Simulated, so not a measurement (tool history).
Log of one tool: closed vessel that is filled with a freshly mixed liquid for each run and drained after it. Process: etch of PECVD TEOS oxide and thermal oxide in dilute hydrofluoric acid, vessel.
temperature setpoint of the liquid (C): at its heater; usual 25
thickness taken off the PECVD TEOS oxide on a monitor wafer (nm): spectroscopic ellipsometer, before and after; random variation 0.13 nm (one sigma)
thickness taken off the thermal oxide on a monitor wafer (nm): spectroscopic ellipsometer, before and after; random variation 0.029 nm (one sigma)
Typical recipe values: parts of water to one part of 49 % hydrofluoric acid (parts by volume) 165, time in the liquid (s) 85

run     day  temperature setpoint of the liquid (C)  parts of water to one part of 49 % hydrofluoric acid (parts by volume)  time in the liquid (s)  read-back film thickness of the PECVD TEOS oxide reference wafer, read on the same gauge (nm)  read-back film thickness of the thermal oxide reference wafer, read on the same gauge (nm)  thickness taken off the PECVD TEOS oxide on a monitor wafer (nm)  thickness taken off the thermal oxide on a monitor wafer (nm)
  1       0                                      25                                                                     165                      60                                                                                          60.01                                                                                      79.986                                                             11.35                                                          1.909
  2   0.333                                    22.5                                                                     165                      85                                                                                          60.05                                                                                      79.978                                                             14.56                                                          2.349
  3   0.754                                    22.5                                                                     165                      85                                                                                          59.99                                                                                       80.01                                                             14.44                                                          2.348
  4   1.396                                    22.5                                                                     165                      85                                                                                             60                                                                                      79.991                                                             14.74                                                          2.416
  5    1.65                                      25                                                                     200                      85                                                                                          59.96                                                                                      80.004                                                             12.99                                                           2.15
  6   2.392                                      25                                                                     165                      85                                                                                          60.01                                                                                      80.029                                                             16.26                                                          2.712
  7   2.958                                      25                                                                     165                      85                                                                                          60.02                                                                                      79.976                                                             16.13                                                          2.693
      3.662  -- hydrofluoric acid flow meter replaced
  8   3.683                                      29                                                                     205                      85                                                                                          59.99                                                                                      80.001                                                             12.48                                                          2.066
  9   4.238                                      25                                                                     165                      85                                                                                             60                                                                                      80.034                                                             13.88                                                          2.351
 10   4.546                                    22.5                                                                     165                      65                                                                                             60                                                                                      79.989                                                              9.78                                                          1.632
 11   4.846                                      25                                                                     165                      85                                                                                          59.96                                                                                      79.997                                                             14.15                                                          2.327
 12   5.158                                      23                                                                     165                      85                                                                                          60.01                                                                                      80.003                                                             13.03                                                            2.2
 13    5.65                                      25                                                                     165                      85                                                                                          59.99                                                                                      80.032                                                             14.22                                                          2.351
 14   6.379                                      25                                                                     140                     125                                                                                             60                                                                                      79.979                                                             25.37                                                          4.277
 15   7.088                                      28                                                                     225                     135                                                                                          59.98                                                                                       80.01                                                             17.15                                                          2.836
      7.404  -- gauge calibrated
 16   7.658                                    29.5                                                                     235                      60                                                                                          59.98                                                                                      80.002                                                              7.67                                                           1.28
 17   8.121                                    23.5                                                                     210                      70                                                                                          60.01                                                                                      79.988                                                              8.35                                                           1.36
 18   8.758                                      25                                                                     165                      40                                                                                          60.01                                                                                      79.951                                                              6.87                                                          1.117
 19   9.333                                      25                                                                     165                      85                                                                                          60.01                                                                                      80.006                                                             14.38                                                           2.37
      9.875  -- thermometer replaced
 20  10.058                                      25                                                                     165                     115                                                                                          59.99                                                                                      79.998                                                             19.39                                                           3.23
 21   10.45                                      25                                                                     100                      85                                                                                          59.99                                                                                      79.985                                                             26.03                                                           4.34
 22  11.588                                      30                                                                     200                      70                                                                                          60.04                                                                                      80.044                                                             11.38                                                          1.875
 23  11.971                                      27                                                                     215                      85                                                                                          60.01                                                                                      80.031                                                              11.3                                                          1.869
 24  12.633                                      25                                                                     100                      85                                                                                             60                                                                                      79.998                                                             26.09                                                           4.24
 25    12.9                                    27.5                                                                     215                      55                                                                                          60.01                                                                                       79.98                                                               7.5                                                          1.212
 26  13.575                                      29                                                                     205                      70                                                                                          59.98                                                                                      80.024                                                             10.84                                                          1.783

Here are 4 independent what-if runs from the current tool condition. What would each one return?
  A  13.604                                      25                                                                     165                      50                                                                                              ?                                                                                           ?                                                                 ?                                                              ?
  B  13.604                                    26.5                                                                     165                      85                                                                                              ?                                                                                           ?                                                                 ?                                                              ?
  C  13.604                                      25                                                                     115                     105                                                                                              ?                                                                                           ?                                                                 ?                                                              ?
  D  13.604                                    28.5                                                                     240                     110                                                                                              ?                                                                                           ?                                                                 ?                                                              ?

run  read-back film thickness of the PECVD TEOS oxide reference wafer, read on the same gauge (nm)  read-back film thickness of the thermal oxide reference wafer, read on the same gauge (nm)  thickness taken off the PECVD TEOS oxide on a monitor wafer (nm)  thickness taken off the thermal oxide on a monitor wafer (nm)
  A                                                                                             60                                                                                      79.985                                                              8.44                                                          1.414
  B                                                                                             60                                                                                      79.985                                                             15.17                                                          2.541
  C                                                                                             60                                                                                      79.985                                                             26.93                                                          4.511
  D                                                                                             60                                                                                      79.985                                                             13.33                                                          2.232
Stripped of hidden state, with their random variation kept, the same runs would have yielded:
run  thickness taken off the PECVD TEOS oxide on a monitor wafer (nm)  thickness taken off the thermal oxide on a monitor wafer (nm)
  A                                                              8.05                                                          1.349
  B                                                             14.47                                                          2.424
  C                                                             25.74                                                          4.311
  D                                                             12.67                                                          2.122
